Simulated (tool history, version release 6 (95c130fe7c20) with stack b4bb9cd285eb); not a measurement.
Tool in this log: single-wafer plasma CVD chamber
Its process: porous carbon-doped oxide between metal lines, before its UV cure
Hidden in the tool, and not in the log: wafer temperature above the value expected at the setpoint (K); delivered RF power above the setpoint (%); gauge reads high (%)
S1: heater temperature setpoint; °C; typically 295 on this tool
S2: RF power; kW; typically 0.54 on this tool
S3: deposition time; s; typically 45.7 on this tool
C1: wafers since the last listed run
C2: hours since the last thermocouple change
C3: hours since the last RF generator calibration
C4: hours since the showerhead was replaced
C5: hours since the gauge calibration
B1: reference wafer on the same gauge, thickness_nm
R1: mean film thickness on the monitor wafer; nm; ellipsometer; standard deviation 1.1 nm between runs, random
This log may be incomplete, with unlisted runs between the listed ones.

{"run": 1, "hour": 0.0, "S1": 295, "S2": 0.575, "S3": 42.1, "C1": 0, "C2": 2750.3, "C3": 2226.4, "C4": 6154.9, "C5": 149.7, "B1": 311.211, "R1": 276.085}
{"run": 2, "hour": 32.6, "S1": 295, "S2": 0.575, "S3": 42.1, "C1": 414, "C2": 2782.9, "C3": 2259, "C4": 6187.5, "C5": 182.3, "B1": 311.141, "R1": 277.417}
{"run": 3, "hour": 70.7, "S1": 295, "S2": 0.485, "S3": 45.7, "C1": 484, "C2": 2821, "C3": 2297.1, "C4": 6225.6, "C5": 220.4, "B1": 310.641, "R1": 252.725}
{"run": 4, "hour": 114.5, "S1": 295, "S2": 0.54, "S3": 43.3, "C1": 557, "C2": 2864.8, "C3": 2340.9, "C4": 6269.4, "C5": 264.2, "B1": 310.952, "R1": 265.367}
{"run": 5, "hour": 158.4, "S1": 295, "S2": 0.54, "S3": 45.7, "C1": 558, "C2": 2908.7, "C3": 2384.8, "C4": 6313.3, "C5": 308.1, "B1": 310.891, "R1": 280.064}
{"hour": 188.9, "done": "thermocouple changed; heater temperature recalibrated"}
{"run": 6, "hour": 189.4, "S1": 283, "S2": 0.54, "S3": 45.7, "C1": 292, "C2": 0.5, "C3": 2415.8, "C4": 6344.3, "C5": 339.1, "B1": 310.921, "R1": 296.245}
{"hour": 226.3, "done": "gauge calibrated"}
{"hour": 227.0, "done": "RF generator calibrated"}
{"run": 7, "hour": 232.4, "S1": 295, "S2": 0.54, "S3": 45.7, "C1": 445, "C2": 43.5, "C3": 5.4, "C4": 6387.3, "C5": 6.1, "B1": 310.828, "R1": 301.063}
{"run": 8, "hour": 292.5, "S1": 295, "S2": 0.54, "S3": 40.9, "C1": 764, "C2": 103.6, "C3": 65.5, "C4": 6447.4, "C5": 66.2, "B1": 311.085, "R1": 271.608}
{"hour": 332.0, "done": "showerhead replaced"}
{"run": 9, "hour": 345.2, "S1": 295, "S2": 0.54, "S3": 45.7, "C1": 568, "C2": 156.3, "C3": 118.2, "C4": 13.2, "C5": 118.9, "B1": 311.031, "R1": 299.573}
{"run": 10, "hour": 383.9, "S1": 295, "S2": 0.505, "S3": 41.6, "C1": 492, "C2": 195, "C3": 156.9, "C4": 51.9, "C5": 157.6, "B1": 311.116, "R1": 258.617}
{"run": 11, "hour": 409.1, "S1": 295, "S2": 0.54, "S3": 45.7, "C1": 320, "C2": 220.2, "C3": 182.1, "C4": 77.1, "C5": 182.8, "B1": 310.809, "R1": 301.869}
{"run": 12, "hour": 451.8, "S1": 301, "S2": 0.54, "S3": 45.7, "C1": 543, "C2": 262.9, "C3": 224.8, "C4": 119.8, "C5": 225.5, "B1": 310.88, "R1": 290.956}
{"run": 13, "hour": 504.3, "S1": 290, "S2": 0.44, "S3": 49.7, "C1": 668, "C2": 315.4, "C3": 277.3, "C4": 172.3, "C5": 278, "B1": 311.027, "R1": 273.393}
{"run": 14, "hour": 551.6, "S1": 309, "S2": 0.48, "S3": 42.1, "C1": 601, "C2": 362.7, "C3": 324.6, "C4": 219.6, "C5": 325.3, "B1": 311.139, "R1": 230.897}

Here are 3 independent what-if runs from the current tool condition. What would each one return?
{"run": "A", "hour": 552.0, "S1": 295, "S2": 0.62, "S3": 45.7, "C1": 5, "C2": 363.1, "C3": 325, "C4": 220, "C5": 325.7, "B1": "?", "R1": "?"}
{"run": "B", "hour": 552.0, "S1": 295, "S2": 0.54, "S3": 41.9, "C1": 5, "C2": 363.1, "C3": 325, "C4": 220, "C5": 325.7, "B1": "?", "R1": "?"}
{"run": "C", "hour": 552.0, "S1": 299, "S2": 0.445, "S3": 48.4, "C1": 5, "C2": 363.1, "C3": 325, "C4": 220, "C5": 325.7, "B1": "?", "R1": "?"}

run=A B1=310.838 R1=338.722
run=B B1=310.838 R1=276.191
run=C B1=310.838 R1=256.224
With no hidden state in the tool, these same runs would have given:
run=A R1=341.219
run=B R1=278.269
run=C R1=258.479
